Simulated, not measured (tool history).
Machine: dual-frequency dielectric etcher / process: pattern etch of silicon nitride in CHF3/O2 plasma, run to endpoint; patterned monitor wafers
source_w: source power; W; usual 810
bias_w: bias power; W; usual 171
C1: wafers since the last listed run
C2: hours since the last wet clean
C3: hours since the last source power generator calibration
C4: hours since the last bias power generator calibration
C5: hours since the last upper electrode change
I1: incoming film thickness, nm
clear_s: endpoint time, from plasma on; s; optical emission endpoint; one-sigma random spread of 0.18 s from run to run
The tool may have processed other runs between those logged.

{"run": 1, "day": 0.0, "source_w": 810, "bias_w": 171, "C1": 0, "C2": 224.8, "C3": 1884.5, "C4": 3732.4, "C5": 3466.4, "I1": 82.6, "clear_s": 51.6}
{"run": 2, "day": 2.567, "source_w": 810, "bias_w": 171, "C1": 845, "C2": 286.4, "C3": 1946.1, "C4": 3794.0, "C5": 3528.0, "I1": 83.1, "clear_s": 51.9}
{"run": 3, "day": 4.292, "source_w": 810, "bias_w": 171, "C1": 568, "C2": 327.8, "C3": 1987.5, "C4": 3835.4, "C5": 3569.4, "I1": 82.3, "clear_s": 51.1}
{"day": 5.75, "done": "wet clean of the chamber"}
{"run": 4, "day": 8.238, "source_w": 810, "bias_w": 171, "C1": 970, "C2": 59.7, "C3": 2082.2, "C4": 3930.1, "C5": 3664.1, "I1": 82.9, "clear_s": 51.4}
{"run": 5, "day": 15.921, "source_w": 880, "bias_w": 149, "C1": 2532, "C2": 244.1, "C3": 2266.6, "C4": 4114.5, "C5": 3848.5, "I1": 82.3, "clear_s": 51.1}
{"run": 6, "day": 18.525, "source_w": 880, "bias_w": 149, "C1": 858, "C2": 306.6, "C3": 2329.1, "C4": 4177.0, "C5": 3911.0, "I1": 82.6, "clear_s": 51.6}
{"run": 7, "day": 20.558, "source_w": 810, "bias_w": 171, "C1": 670, "C2": 355.4, "C3": 2377.9, "C4": 4225.8, "C5": 3959.8, "I1": 82.6, "clear_s": 51.6}
{"run": 8, "day": 22.383, "source_w": 810, "bias_w": 171, "C1": 601, "C2": 399.2, "C3": 2421.7, "C4": 4269.6, "C5": 4003.6, "I1": 82.7, "clear_s": 52.1}
{"day": 24.833, "done": "wet clean of the chamber"}
{"run": 9, "day": 24.854, "source_w": 810, "bias_w": 171, "C1": 484, "C2": 0.5, "C3": 2481.0, "C4": 4328.9, "C5": 4062.9, "I1": 82.6, "clear_s": 50.6}
{"run": 10, "day": 28.492, "source_w": 810, "bias_w": 171, "C1": 1198, "C2": 87.8, "C3": 2568.3, "C4": 4416.2, "C5": 4150.2, "I1": 81.9, "clear_s": 50.9}
{"day": 29.842, "done": "bias power generator calibrated"}
{"run": 11, "day": 31.183, "source_w": 810, "bias_w": 171, "C1": 832, "C2": 152.4, "C3": 2632.9, "C4": 32.2, "C5": 4214.8, "I1": 83.0, "clear_s": 51.6}
{"run": 12, "day": 33.717, "source_w": 990, "bias_w": 152, "C1": 834, "C2": 213.2, "C3": 2693.7, "C4": 93.0, "C5": 4275.6, "I1": 82.0, "clear_s": 47.2}
{"run": 13, "day": 36.592, "source_w": 810, "bias_w": 139, "C1": 947, "C2": 282.2, "C3": 2762.7, "C4": 162.0, "C5": 4344.6, "I1": 82.7, "clear_s": 55.5}
{"day": 38.579, "done": "upper electrode replaced"}
{"run": 14, "day": 39.129, "source_w": 950, "bias_w": 171, "C1": 506, "C2": 343.1, "C3": 2823.6, "C4": 222.9, "C5": 13.2, "I1": 82.3, "clear_s": 46.6}
{"day": 41.304, "done": "wet clean of the chamber"}
{"run": 15, "day": 43.392, "source_w": 810, "bias_w": 152, "C1": 1075, "C2": 50.1, "C3": 2925.9, "C4": 325.2, "C5": 115.5, "I1": 82.8, "clear_s": 53.1}
{"day": 44.596, "done": "source power generator calibrated"}
{"run": 16, "day": 45.05, "source_w": 810, "bias_w": 171, "C1": 491, "C2": 89.9, "C3": 10.9, "C4": 365.0, "C5": 155.3, "I1": 83.2, "clear_s": 52.6}
{"run": 17, "day": 46.721, "source_w": 680, "bias_w": 188, "C1": 550, "C2": 130.0, "C3": 51.0, "C4": 405.1, "C5": 195.4, "I1": 81.9, "clear_s": 56.7}
{"run": 18, "day": 48.579, "source_w": 700, "bias_w": 206, "C1": 612, "C2": 174.6, "C3": 95.6, "C4": 449.7, "C5": 240.0, "I1": 82.7, "clear_s": 53.7}
{"run": 19, "day": 50.538, "source_w": 650, "bias_w": 200, "C1": 645, "C2": 221.6, "C3": 142.6, "C4": 496.7, "C5": 287.0, "I1": 83.6, "clear_s": 58.0}
{"run": 20, "day": 54.888, "source_w": 630, "bias_w": 143, "C1": 1433, "C2": 326.0, "C3": 247.0, "C4": 601.1, "C5": 391.4, "I1": 83.5, "clear_s": 67.3}
{"day": 58.612, "done": "wet clean of the chamber"}
{"run": 21, "day": 59.142, "source_w": 810, "bias_w": 171, "C1": 1072, "C2": 12.7, "C3": 349.1, "C4": 703.2, "C5": 493.5, "I1": 82.8, "clear_s": 51.6}
{"run": 22, "day": 60.904, "source_w": 730, "bias_w": 131, "C1": 580, "C2": 55.0, "C3": 391.4, "C4": 745.5, "C5": 535.8, "I1": 82.5, "clear_s": 60.7}
{"run": 23, "day": 63.908, "source_w": 810, "bias_w": 171, "C1": 990, "C2": 127.1, "C3": 463.5, "C4": 817.6, "C5": 607.9, "I1": 82.8, "clear_s": 51.9}

For some of the steps in clear_s from one run to the next: how much would appear even if the tool had no hidden state, given the settings, what came in and random variation, and how much remains for the hidden state plus any gauge scatter that the measured result and the result without hidden state don't share?
The tool's hidden condition here consists of: etch rate over this chamber's usual, %; source power that arrives over what is set, %; bias power that arrives over what is set, %.
Run 8 -> 9: wet clean of the chamber. clear_s -1.5 s: hidden state -1.2, all else -0.3.
Run 15 -> 16: bias_w 152 -> 171, source power generator calibrated. clear_s -0.5 s: hidden state +1.5, all else -2.0.
Run 19 -> 20: source_w 650 -> 630, bias_w 200 -> 143. clear_s +9.3 s: hidden state +0.2, all else +9.1.
Run 20 -> 21: source_w 630 -> 810, bias_w 143 -> 171, wet clean of the chamber. clear_s -15.7 s: hidden state -1.1, all else -14.6.
